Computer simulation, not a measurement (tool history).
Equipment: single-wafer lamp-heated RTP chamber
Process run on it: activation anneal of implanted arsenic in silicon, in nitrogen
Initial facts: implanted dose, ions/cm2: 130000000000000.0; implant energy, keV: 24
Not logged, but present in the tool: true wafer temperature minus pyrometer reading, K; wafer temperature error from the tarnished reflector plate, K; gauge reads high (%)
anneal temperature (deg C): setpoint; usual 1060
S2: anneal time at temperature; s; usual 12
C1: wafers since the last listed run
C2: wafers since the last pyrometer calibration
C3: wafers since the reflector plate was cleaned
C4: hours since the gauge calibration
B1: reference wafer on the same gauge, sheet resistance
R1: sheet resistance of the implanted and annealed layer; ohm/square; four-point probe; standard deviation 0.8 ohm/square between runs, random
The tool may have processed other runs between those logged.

Run 1, hour 0.0: usual settings but S2 17 s; C1 0; C2 3912; C3 2045; C4 179.1; B1 566.17. Result: R1 529.73 ohm/square.
Run 2, hour 12.2: usual settings but S2 17 s; C1 199; C2 4111; C3 2245; C4 191.3; B1 565.95. Result: R1 529.74 ohm/square.
Run 3, hour 30.3: usual settings but S2 17 s; C1 295; C2 4407; C3 2541; C4 209.4; B1 566.16. Result: R1 531.68 ohm/square.
At hour 44.7: reflector plate cleaned.
Run 4, hour 47.9: usual settings; C1 156; C2 4564; C3 51; C4 227.0; B1 566.17. Result: R1 532.13 ohm/square.
Run 5, hour 66.9: usual settings; C1 310; C2 4875; C3 362; C4 246.0; B1 565.92. Result: R1 532.33 ohm/square.
Run 6, hour 102.2: usual settings but S2 14 s; C1 577; C2 5452; C3 939; C4 281.3; B1 566.30. Result: R1 529.35 ohm/square.
Run 7, hour 131.4: usual settings but S2 14 s; C1 477; C2 5929; C3 1416; C4 310.5; B1 566.04. Result: R1 530.77 ohm/square.
At hour 132.1: gauge calibrated.
Run 8, hour 163.9: usual settings but anneal temperature (deg C) 1044; C1 531; C2 6460; C3 1948; C4 31.8; B1 566.16. Result: R1 533.80 ohm/square.
At hour 173.9: pyrometer window cleaned and pyrometer calibrated.
Run 9, hour 176.5: usual settings but anneal temperature (deg C) 1078, S2 17 s; C1 75; C2 42; C3 2023; C4 44.4; B1 565.96. Result: R1 525.47 ohm/square.
Run 10, hour 202.8: usual settings but anneal temperature (deg C) 1032, S2 9 s; C1 429; C2 472; C3 2453; C4 70.7; B1 566.25. Result: R1 537.25 ohm/square.
At hour 225.1: reflector plate cleaned.
Run 11, hour 238.4: usual settings but S2 15 s; C1 451; C2 923; C3 216; C4 106.3; B1 566.03. Result: R1 529.69 ohm/square.
Run 12, hour 258.3: usual settings; C1 325; C2 1248; C3 542; C4 126.2; B1 566.11. Result: R1 533.02 ohm/square.
Run 13, hour 276.7: usual settings but S2 18 s; C1 300; C2 1549; C3 842; C4 144.6; B1 566.11. Result: R1 528.83 ohm/square.

What will run 14 give?
Run 14, hour 302.0: usual settings but S2 9 s; C1 413; C2 1963; C3 1256; C4 169.9; B1 ?. Result: R1 ?.

{"run 14": {"B1": 566.04, "R1": 533.39}}
Were there no unlogged condition in the tool, this run, its random variation unchanged, would have produced R1 533.39 ohm/square.
